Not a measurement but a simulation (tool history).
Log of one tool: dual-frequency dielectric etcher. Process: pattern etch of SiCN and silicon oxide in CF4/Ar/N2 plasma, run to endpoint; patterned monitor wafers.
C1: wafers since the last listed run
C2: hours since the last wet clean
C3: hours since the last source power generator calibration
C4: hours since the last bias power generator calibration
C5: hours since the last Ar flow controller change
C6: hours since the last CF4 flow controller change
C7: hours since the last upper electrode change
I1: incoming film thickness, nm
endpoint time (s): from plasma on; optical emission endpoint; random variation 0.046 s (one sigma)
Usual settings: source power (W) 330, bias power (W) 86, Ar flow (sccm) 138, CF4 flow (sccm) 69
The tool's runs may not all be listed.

run 1 hour=0.0 | source_power_(W)=330 bias_power_(W)=86 Ar_flow_(sccm)=138 CF4_flow_(sccm)=69 | C1=0 C2=464.4 C3=1338.5 C4=3925.1 C5=4754.9 C6=1351.8 C7=2715.6 | I1=10.19 | endpoint_time_(s)=15.3
run 2 hour=15.0 | source_power_(W)=330 bias_power_(W)=86 Ar_flow_(sccm)=138 CF4_flow_(sccm)=69 | C1=209 C2=479.4 C3=1353.5 C4=3940.1 C5=4769.9 C6=1366.8 C7=2730.6 | I1=10.19 | endpoint_time_(s)=15.3
run 3 hour=32.5 | source_power_(W)=330 bias_power_(W)=86 Ar_flow_(sccm)=138 CF4_flow_(sccm)=69 | C1=244 C2=496.9 C3=1371.0 C4=3957.6 C5=4787.4 C6=1384.3 C7=2748.1 | I1=10.13 | endpoint_time_(s)=15.2
run 4 hour=47.2 | source_power_(W)=330 bias_power_(W)=86 Ar_flow_(sccm)=138 CF4_flow_(sccm)=69 | C1=205 C2=511.6 C3=1385.7 C4=3972.3 C5=4802.1 C6=1399.0 C7=2762.8 | I1=10.19 | endpoint_time_(s)=15.3
run 5 hour=63.7 | source_power_(W)=330 bias_power_(W)=86 Ar_flow_(sccm)=138 CF4_flow_(sccm)=69 | C1=230 C2=528.1 C3=1402.2 C4=3988.8 C5=4818.6 C6=1415.5 C7=2779.3 | I1=10.26 | endpoint_time_(s)=15.4
run 6 hour=74.1 | source_power_(W)=330 bias_power_(W)=93 Ar_flow_(sccm)=138 CF4_flow_(sccm)=69 | C1=145 C2=538.5 C3=1412.6 C4=3999.2 C5=4829.0 C6=1425.9 C7=2789.7 | I1=10.22 | endpoint_time_(s)=14.8
run 7 hour=89.1 | source_power_(W)=330 bias_power_(W)=93 Ar_flow_(sccm)=138 CF4_flow_(sccm)=69 | C1=209 C2=553.5 C3=1427.6 C4=4014.2 C5=4844.0 C6=1440.9 C7=2804.7 | I1=10.21 | endpoint_time_(s)=14.6
run 8 hour=106.8 | source_power_(W)=310 bias_power_(W)=86 Ar_flow_(sccm)=138 CF4_flow_(sccm)=56 | C1=247 C2=571.2 C3=1445.3 C4=4031.9 C5=4861.7 C6=1458.6 C7=2822.4 | I1=10.18 | endpoint_time_(s)=16.9
run 9 hour=123.1 | source_power_(W)=310 bias_power_(W)=86 Ar_flow_(sccm)=138 CF4_flow_(sccm)=56 | C1=227 C2=587.5 C3=1461.6 C4=4048.2 C5=4878.0 C6=1474.9 C7=2838.7 | I1=10.30 | endpoint_time_(s)=17.1
run 10 hour=130.8 | source_power_(W)=270 bias_power_(W)=86 Ar_flow_(sccm)=138 CF4_flow_(sccm)=69 | C1=107 C2=595.2 C3=1469.3 C4=4055.9 C5=4885.7 C6=1482.6 C7=2846.4 | I1=10.22 | endpoint_time_(s)=19.2
run 11 hour=136.8 | source_power_(W)=330 bias_power_(W)=86 Ar_flow_(sccm)=138 CF4_flow_(sccm)=69 | C1=83 C2=601.2 C3=1475.3 C4=4061.9 C5=4891.7 C6=1488.6 C7=2852.4 | I1=10.17 | endpoint_time_(s)=15.3
-- hour=152.7 Ar flow controller replaced
run 12 hour=153.2 | source_power_(W)=330 bias_power_(W)=69 Ar_flow_(sccm)=138 CF4_flow_(sccm)=74 | C1=145 C2=617.6 C3=1491.7 C4=4078.3 C5=0.5 C6=1505.0 C7=2868.8 | I1=10.19 | endpoint_time_(s)=17.4
-- hour=178.1 upper electrode replaced
-- hour=185.9 wet clean of the chamber
run 13 hour=186.4 | source_power_(W)=300 bias_power_(W)=86 Ar_flow_(sccm)=138 CF4_flow_(sccm)=54 | C1=19 C2=0.5 C3=1524.9 C4=4111.5 C5=33.7 C6=1538.2 C7=8.3 | I1=10.36 | endpoint_time_(s)=18.6
run 14 hour=186.7 | source_power_(W)=300 bias_power_(W)=107 Ar_flow_(sccm)=123 CF4_flow_(sccm)=77 | C1=4 C2=0.8 C3=1525.2 C4=4111.8 C5=34.0 C6=1538.5 C7=8.6 | I1=10.34 | endpoint_time_(s)=15.7
run 15 hour=187.0 | source_power_(W)=300 bias_power_(W)=100 Ar_flow_(sccm)=138 CF4_flow_(sccm)=60 | C1=4 C2=1.1 C3=1525.5 C4=4112.1 C5=34.3 C6=1538.8 C7=8.9 | I1=10.21 | endpoint_time_(s)=16.5
run 16 hour=196.8 | source_power_(W)=330 bias_power_(W)=86 Ar_flow_(sccm)=121 CF4_flow_(sccm)=69 | C1=137 C2=10.9 C3=1535.3 C4=4121.9 C5=44.1 C6=1548.6 C7=18.7 | I1=10.18 | endpoint_time_(s)=15.8
run 17 hour=206.2 | source_power_(W)=310 bias_power_(W)=86 Ar_flow_(sccm)=138 CF4_flow_(sccm)=56 | C1=131 C2=20.3 C3=1544.7 C4=4131.3 C5=53.5 C6=1558.0 C7=28.1 | I1=10.28 | endpoint_time_(s)=17.8
run 18 hour=221.8 | source_power_(W)=330 bias_power_(W)=102 Ar_flow_(sccm)=138 CF4_flow_(sccm)=82 | C1=218 C2=35.9 C3=1560.3 C4=4146.9 C5=69.1 C6=1573.6 C7=43.7 | I1=10.16 | endpoint_time_(s)=14.1
-- hour=232.6 CF4 flow controller replaced
-- hour=236.4 bias power generator calibrated
-- hour=236.9 source power generator calibrated
run 19 hour=237.4 | source_power_(W)=330 bias_power_(W)=86 Ar_flow_(sccm)=138 CF4_flow_(sccm)=79 | C1=73 C2=51.5 C3=0.5 C4=1.0 C5=84.7 C6=4.8 C7=59.3 | I1=10.18 | endpoint_time_(s)=15.0
run 20 hour=245.1 | source_power_(W)=330 bias_power_(W)=86 Ar_flow_(sccm)=138 CF4_flow_(sccm)=69 | C1=107 C2=59.2 C3=8.2 C4=8.7 C5=92.4 C6=12.5 C7=67.0 | I1=10.22 | endpoint_time_(s)=15.4
run 21 hour=261.4 | source_power_(W)=330 bias_power_(W)=86 Ar_flow_(sccm)=138 CF4_flow_(sccm)=74 | C1=227 C2=75.5 C3=24.5 C4=25.0 C5=108.7 C6=28.8 C7=83.3 | I1=10.17 | endpoint_time_(s)=15.1
run 22 hour=273.2 | source_power_(W)=330 bias_power_(W)=102 Ar_flow_(sccm)=138 CF4_flow_(sccm)=82 | C1=164 C2=87.3 C3=36.3 C4=36.8 C5=120.5 C6=40.6 C7=95.1 | I1=10.22 | endpoint_time_(s)=13.6
run 23 hour=283.8 | source_power_(W)=330 bias_power_(W)=86 Ar_flow_(sccm)=138 CF4_flow_(sccm)=69 | C1=148 C2=97.9 C3=46.9 C4=47.4 C5=131.1 C6=51.2 C7=105.7 | I1=10.19 | endpoint_time_(s)=15.2
run 24 hour=298.9 | source_power_(W)=280 bias_power_(W)=86 Ar_flow_(sccm)=138 CF4_flow_(sccm)=69 | C1=211 C2=113.0 C3=62.0 C4=62.5 C5=146.2 C6=66.3 C7=120.8 | I1=10.19 | endpoint_time_(s)=18.3

The tool's hidden state at each run:
bias power that arrives over what is set, %: 0 in every run
Ar flow that arrives over what is set, %: 0 in every run
CF4 flow that arrives over what is set, %: 0 in every run
H1: etch rate over this chamber's usual, %
H2: source power that arrives over what is set, %
run=1 H1=3.4 H2=-2.75
run=2 H1=3.53 H2=-2.82
run=3 H1=3.69 H2=-2.9
run=4 H1=3.82 H2=-2.97
run=5 H1=3.97 H2=-3.05
run=6 H1=4.06 H2=-3.1
run=7 H1=4.19 H2=-3.17
run=8 H1=4.35 H2=-3.25
run=9 H1=4.5 H2=-3.33
run=10 H1=4.57 H2=-3.37
run=11 H1=4.62 H2=-3.4
run=12 H1=4.77 H2=-3.48
run=13 H1=0.291 H2=-3.65
run=14 H1=0.294 H2=-3.65
run=15 H1=0.297 H2=-3.66
run=16 H1=0.384 H2=-3.71
run=17 H1=0.469 H2=-3.75
run=18 H1=0.609 H2=-3.84
run=19 H1=0.748 H2=-0.13
run=20 H1=0.817 H2=-0.13
run=21 H1=0.964 H2=-0.131
run=22 H1=1.07 H2=-0.132
run=23 H1=1.16 H2=-0.133
run=24 H1=1.3 H2=-0.136
